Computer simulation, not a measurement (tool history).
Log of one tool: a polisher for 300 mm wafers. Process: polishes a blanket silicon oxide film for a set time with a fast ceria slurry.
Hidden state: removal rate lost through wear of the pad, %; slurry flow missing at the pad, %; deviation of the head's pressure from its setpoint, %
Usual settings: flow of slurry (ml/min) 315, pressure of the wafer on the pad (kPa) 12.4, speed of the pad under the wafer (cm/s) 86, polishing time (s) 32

run   hour  flow of slurry (ml/min)  pressure of the wafer on the pad (kPa)  speed of the pad under the wafer (cm/s)  polishing time (s)  wafers since the last listed run  wafers polished on this pad  hours since the slurry nozzle was cleaned  hours since the head pressure was calibrated  incoming thickness of the incoming film, nm  film removed (angstrom)
  1    0.0                      315                                    12.4                                       86                  32                                 0                          344                                      281.5                                        1335.7                                       1997.0                     2612
  2   12.8                      315                                    12.4                                       86                  32                               169                          513                                      294.3                                        1348.5                                       2017.1                     2607
  3   27.8                      315                                    12.4                                       86                  32                               198                          712                                      309.3                                        1363.5                                       2013.6                     2604
  4   38.0                      315                                    12.4                                       86                  32                               134                          846                                      319.5                                        1373.7                                       2025.2                     2567
      59.9  -- worn pad replaced by a new one
  5   60.4                      315                                    12.4                                       86                  39                               243                            6                                      341.9                                        1396.1                                       1965.4                     3241
  6   72.2                      315                                    12.4                                       86                  39                               156                          162                                      353.7                                        1407.9                                       2002.2                     3094
  7   80.4                      315                                    12.4                                       86                  32                               108                          270                                      361.9                                        1416.1                                       1978.4                     2511
  8   87.7                      315                                    12.4                                       86                  32                                96                          367                                      369.2                                        1423.4                                       2014.6                     2568
  9   94.0                      315                                    12.4                                       86                  32                                83                          450                                      375.5                                        1429.7                                       1956.8                     2567
 10  106.5                      315                                    12.4                                       86                  32                               165                          615                                      388.0                                        1442.2                                       1979.1                     2553
 11  117.8                      315                                    12.4                                       86                  32                               149                          765                                      399.3                                        1453.5                                       2011.0                     2568
     124.3  -- head pressure recalibrated
     136.1  -- worn pad replaced by a new one
     153.5  -- slurry nozzle cleaned
 12  167.4                      315                                    12.4                                       86                  32                               563                          401                                       13.9                                          43.1                                       2013.6                     2697
 13  182.2                      315                                    12.4                                       86                  32                               195                          596                                       28.7                                          57.9                                       1966.6                     2788
 14  195.8                      265                                     9.7                                      114                  23                               179                          776                                       42.3                                          71.5                                       1967.6                     1771
 15  205.4                      315                                    12.4                                       86                  32                               126                          903                                       51.9                                          81.1                                       1986.1                     2741
 16  215.5                      405                                    12.4                                       94                  32                               133                         1037                                       62.0                                          91.2                                       1984.5                     2888
 17  225.0                      285                                    11.0                                       96                  35                               125                         1162                                       71.5                                         100.7                                       2034.8                     2771
     230.8  -- worn pad replaced by a new one
 18  233.5                      315                                    12.4                                       68                  32                                59                           36                                       80.0                                         109.2                                       2016.4                     2302
 19  243.2                      315                                    12.4                                       86                  32                               128                          164                                       89.7                                         118.9                                       1957.7                     2751
 20  259.6                      410                                    12.4                                       86                  32                               216                          381                                      106.1                                         135.3                                       1955.9                     2727
 21  276.2                      315                                    12.4                                       86                  32                               219                          600                                      122.7                                         151.9                                       2003.3                     2714
 22  291.6                      215                                    14.5                                       98                  38                               203                          804                                      138.1                                         167.3                                       2015.6                     3903
     305.2  -- worn pad replaced by a new one
 23  305.7                      315                                    15.9                                       86                  32                               133                            6                                      152.2                                         181.4                                       2007.0                     3412
 24  314.3                      360                                    10.3                                       86                  32                               113                          120                                      160.8                                         190.0                                       1963.2                     2291
 25  326.9                      315                                    12.4                                       86                  32                               166                          286                                      173.4                                         202.6                                       1993.3                     2694
 26  338.5                      255                                    13.8                                       72                  28                               153                          440                                      185.0                                         214.2                                       1999.7                     2289
 27  350.8                      315                                    11.0                                       86                  32                               162                          602                                      197.3                                         226.5                                       1992.0                     2385

5 ways to go on from here, each from the tool as it stands after run 27. What would each give?
  A  351.2                      315                                    12.4                                       86                  36                                 5                          608                                      197.7                                         226.9                                       1983.8                        ?
  B  351.2                      240                                    12.4                                      104                  32                                 5                          608                                      197.7                                         226.9                                       1983.8                        ?
  C  351.2                      270                                    10.3                                       94                  25                                 5                          608                                      197.7                                         226.9                                       1983.8                        ?
  D  351.2                      315                                    12.4                                      112                  32                                 5                          608                                      197.7                                         226.9                                       1983.8                        ?
  E  351.2                      410                                    12.4                                      102                  32                                 5                          608                                      197.7                                         226.9                                       1983.8                        ?

run  film removed (angstrom)
  A                     3013
  B                     2916
  C                     1809
  D                     3164
  E                     3049
Without the tool's hidden state the same runs would have given:
run  film removed (angstrom)
  A                     3044
  B                     2955
  C                     1830
  D                     3196
  E                     3073
